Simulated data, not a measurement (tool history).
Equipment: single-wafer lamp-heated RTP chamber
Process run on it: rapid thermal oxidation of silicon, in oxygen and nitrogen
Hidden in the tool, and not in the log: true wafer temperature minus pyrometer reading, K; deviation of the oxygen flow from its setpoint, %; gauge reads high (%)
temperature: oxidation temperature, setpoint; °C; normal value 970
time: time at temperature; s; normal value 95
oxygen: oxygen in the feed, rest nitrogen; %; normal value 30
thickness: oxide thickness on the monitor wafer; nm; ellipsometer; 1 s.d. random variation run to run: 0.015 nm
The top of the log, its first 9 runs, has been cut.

run,hour,temperature,time,oxygen,wafers since the last listed run,wafers since the last pyrometer calibration,hours since the oxygen flow controller was replaced,hours since the gauge calibration,"read-back reference wafer on the same gauge, thickness",thickness
# hour 296: oxygen flow controller replaced
10,296.5,964,81,30,196,1553,0.5,452.3,3.283,3.829
11,315.9,970,95,30,183,1737,19.9,471.7,3.292,4.211
# hour 337.8: pyrometer window cleaned and pyrometer calibrated
12,380.1,970,95,30,531,400,84.1,535.9,3.294,4.342
13,394.7,970,95,30,137,538,98.7,550.5,3.287,4.355
14,411.9,970,95,30,162,700,115.9,567.7,3.287,4.368
15,442.3,970,95,30,287,987,146.3,598.1,3.289,4.403
16,461.4,970,95,30,180,1168,165.4,617.2,3.285,4.399
# hour 483.3: pyrometer window cleaned and pyrometer calibrated, repeated, since the last time left the tool worse
17,540.3,970,95,30,670,538,244.3,696.1,3.285,4.171
# hour 561.9: gauge calibrated
18,566.3,970,95,39,245,784,270.3,4.4,3.291,4.542
19,597.2,952,140,53,292,1076,301.2,35.3,3.289,5.19
20,626.8,954,135,22,279,1356,330.8,64.9,3.288,3.98
21,653.3,970,95,21,250,1606,357.3,91.4,3.295,3.823
# hour 680.4: pyrometer window cleaned and pyrometer calibrated
22,680.9,998,65,17,185,4,384.9,119,3.292,3.607
23,701,970,58,17,189,194,405,139.1,3.285,3.036
24,713.3,956,126,51,116,311,417.3,151.4,3.287,4.937
25,734.9,991,95,21,204,515,438.9,173,3.292,4.264
26,763.7,953,128,48,272,787,467.7,201.8,3.289,4.822
27,780.2,981,95,54,155,943,484.2,218.3,3.287,5.422
28,797.4,941,58,40,162,1105,501.4,235.5,3.293,3.22
29,824.3,984,95,20,254,1360,528.3,262.4,3.293,4.089
30,858.3,970,95,30,321,1681,562.3,296.4,3.288,4.204
31,887.3,970,95,30,274,1955,591.3,325.4,3.295,4.238
32,902.9,982,135,47,147,2102,606.9,341,3.29,6.197
# hour 921.9: pyrometer window cleaned and pyrometer calibrated
33,926.7,945,71,17,149,45,630.7,364.8,3.288,2.916

Run 34 comes next. What will it give?
34,955.1,970,128,30,268,313,659.1,393.2,?,?

read-back reference wafer on the same gauge, thickness: 3.289
thickness: 4.652 nm
Had the tool carried no hidden state, the very same run would have given thickness 4.609 nm.

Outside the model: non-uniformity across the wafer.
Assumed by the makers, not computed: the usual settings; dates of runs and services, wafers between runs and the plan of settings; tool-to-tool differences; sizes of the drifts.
